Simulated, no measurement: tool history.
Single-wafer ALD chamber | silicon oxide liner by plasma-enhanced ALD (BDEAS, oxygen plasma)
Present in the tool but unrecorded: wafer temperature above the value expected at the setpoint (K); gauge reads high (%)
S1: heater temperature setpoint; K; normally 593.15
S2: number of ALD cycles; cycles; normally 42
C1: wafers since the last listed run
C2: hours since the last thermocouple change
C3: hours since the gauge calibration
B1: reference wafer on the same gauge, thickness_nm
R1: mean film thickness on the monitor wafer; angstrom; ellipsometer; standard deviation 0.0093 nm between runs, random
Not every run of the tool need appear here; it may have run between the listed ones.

Run 1, day 0: usual settings; C1 0; C2 631.6; C3 336.7; B1 3.031. Result: R1 36.27 angstrom.
Run 2, day 2.492: usual settings but S1 603.15 K; C1 563; C2 691.4; C3 396.5; B1 3.028. Result: R1 35.88 angstrom.
Run 3, day 5.004: usual settings; C1 568; C2 751.7; C3 456.8; B1 3.022. Result: R1 36.06 angstrom.
Run 4, day 7.208: usual settings; C1 498; C2 804.6; C3 509.7; B1 3.02. Result: R1 36.17 angstrom.
Run 5, day 10.042: usual settings; C1 640; C2 872.6; C3 577.7; B1 3.016. Result: R1 36.24 angstrom.
Run 6, day 12.283: usual settings; C1 507; C2 926.4; C3 631.5; B1 3.014. Result: R1 36.13 angstrom.
Run 7, day 14.762: usual settings but S1 584.15 K, S2 37 cycles; C1 560; C2 985.9; C3 691; B1 3.013. Result: R1 32.11 angstrom.
At day 16.2: thermocouple changed; heater temperature recalibrated.
Run 8, day 16.317: usual settings but S1 584.15 K, S2 37 cycles; C1 276; C2 2.8; C3 728.3; B1 3.012. Result: R1 32.1 angstrom.
At day 17.742: gauge calibrated.
Run 9, day 23.521: usual settings but S1 599.15 K; C1 1629; C2 175.7; C3 138.7; B1 3.065. Result: R1 36.59 angstrom.
Run 10, day 24.675: usual settings but S1 606.15 K; C1 261; C2 203.4; C3 166.4; B1 3.059. Result: R1 35.94 angstrom.
Run 11, day 32.733: usual settings but S1 588.15 K; C1 1822; C2 396.8; C3 359.8; B1 3.038. Result: R1 36.48 angstrom.
Run 12, day 33.846: usual settings; C1 251; C2 423.5; C3 386.5; B1 3.035. Result: R1 36.42 angstrom.
Run 13, day 35.117: usual settings but S1 602.15 K, S2 35 cycles; C1 287; C2 454; C3 417; B1 3.032. Result: R1 30.06 angstrom.
Run 14, day 36.117: usual settings but S1 584.15 K, S2 37 cycles; C1 226; C2 478; C3 441; B1 3.031. Result: R1 32.31 angstrom.
Run 15, day 39.083: usual settings but S2 46 cycles; C1 671; C2 549.2; C3 512.2; B1 3.026. Result: R1 39.68 angstrom.
Run 16, day 41.604: usual settings but S1 600.15 K, S2 38 cycles; C1 570; C2 609.7; C3 572.7; B1 3.023. Result: R1 32.64 angstrom.
Run 17, day 44.146: usual settings but S2 39 cycles; C1 574; C2 670.7; C3 633.7; B1 3.024. Result: R1 33.61 angstrom.
Run 18, day 46.767: usual settings but S2 47 cycles; C1 592; C2 733.6; C3 696.6; B1 3.021. Result: R1 40.38 angstrom.

Selected run-to-run steps in R1, each split into two signed amounts: the part the tool would show with no hidden state at all (from settings, incoming material and random variation), and the remainder, which goes to the hidden state together with any gauge scatter not common to the measured and the hidden-state-free results:
Run 8 -> 9: S1 584.15 -> 599.15, S2 37 -> 42, gauge calibrated. R1 +4.49 angstrom: hidden state +0.53, all else +3.96.
Run 14 -> 15: S1 584.15 -> 593.15, S2 37 -> 46. R1 +7.37 angstrom: hidden state -0.22, all else +7.59.

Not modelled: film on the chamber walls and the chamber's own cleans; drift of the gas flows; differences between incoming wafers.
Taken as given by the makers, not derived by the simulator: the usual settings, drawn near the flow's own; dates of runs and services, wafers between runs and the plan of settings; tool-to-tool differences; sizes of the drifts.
